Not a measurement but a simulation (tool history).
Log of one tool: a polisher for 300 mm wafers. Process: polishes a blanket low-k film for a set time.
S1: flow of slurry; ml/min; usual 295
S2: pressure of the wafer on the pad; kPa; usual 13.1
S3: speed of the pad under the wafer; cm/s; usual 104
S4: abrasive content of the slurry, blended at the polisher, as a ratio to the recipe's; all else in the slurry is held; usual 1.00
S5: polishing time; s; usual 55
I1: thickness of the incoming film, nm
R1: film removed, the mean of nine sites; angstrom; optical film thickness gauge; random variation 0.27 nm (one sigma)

run 1 hour=0.0 | S1=295 S2=13.1 S3=104 S4=1.00 S5=55 | I1=716.6 | R1=274
-- hour=3.5 worn pad replaced by a new one
run 2 hour=23.5 | S1=295 S2=13.1 S3=104 S4=1.00 S5=55 | I1=709.0 | R1=274
run 3 hour=39.1 | S1=335 S2=13.1 S3=104 S4=1.00 S5=55 | I1=697.4 | R1=279
run 4 hour=72.4 | S1=335 S2=13.1 S3=104 S4=1.00 S5=55 | I1=713.2 | R1=277
run 5 hour=93.4 | S1=335 S2=13.1 S3=104 S4=1.00 S5=55 | I1=711.4 | R1=273
-- hour=106.0 worn pad replaced by a new one
-- hour=107.0 slurry nozzle cleaned
run 6 hour=114.0 | S1=295 S2=13.1 S3=104 S4=1.00 S5=55 | I1=715.8 | R1=270
run 7 hour=145.3 | S1=295 S2=11.0 S3=104 S4=1.00 S5=55 | I1=712.6 | R1=236
run 8 hour=179.4 | S1=295 S2=11.0 S3=104 S4=1.00 S5=55 | I1=705.8 | R1=235
run 9 hour=209.0 | S1=295 S2=11.0 S3=104 S4=1.00 S5=55 | I1=711.2 | R1=240
-- hour=219.9 worn pad replaced by a new one
run 10 hour=225.2 | S1=295 S2=13.1 S3=76 S4=1.00 S5=55 | I1=723.5 | R1=217
-- hour=250.2 head pressure recalibrated
run 11 hour=251.1 | S1=205 S2=13.1 S3=114 S4=1.00 S5=55 | I1=701.9 | R1=267
-- hour=265.5 conditioning disc replaced and pad reconditioned
run 12 hour=283.9 | S1=295 S2=13.1 S3=104 S4=1.00 S5=48 | I1=711.5 | R1=226
run 13 hour=299.0 | S1=230 S2=17.2 S3=104 S4=1.00 S5=48 | I1=714.7 | R1=290
-- hour=315.5 worn pad replaced by a new one
run 14 hour=316.0 | S1=295 S2=13.1 S3=104 S4=1.00 S5=40 | I1=711.3 | R1=190
-- hour=331.8 slurry blender recalibrated
run 15 hour=344.7 | S1=295 S2=9.0 S3=136 S4=0.85 S5=42 | I1=706.6 | R1=161
run 16 hour=369.0 | S1=390 S2=13.1 S3=120 S4=1.00 S5=55 | I1=694.6 | R1=305

The next listed run, before its measurement:
run 17 hour=388.5 | S1=295 S2=15.2 S3=88 S4=1.00 S5=55 | I1=722.3 | R1=?

R1: 264 angstrom
Without the tool's hidden state the same run would have given R1 256 angstrom.

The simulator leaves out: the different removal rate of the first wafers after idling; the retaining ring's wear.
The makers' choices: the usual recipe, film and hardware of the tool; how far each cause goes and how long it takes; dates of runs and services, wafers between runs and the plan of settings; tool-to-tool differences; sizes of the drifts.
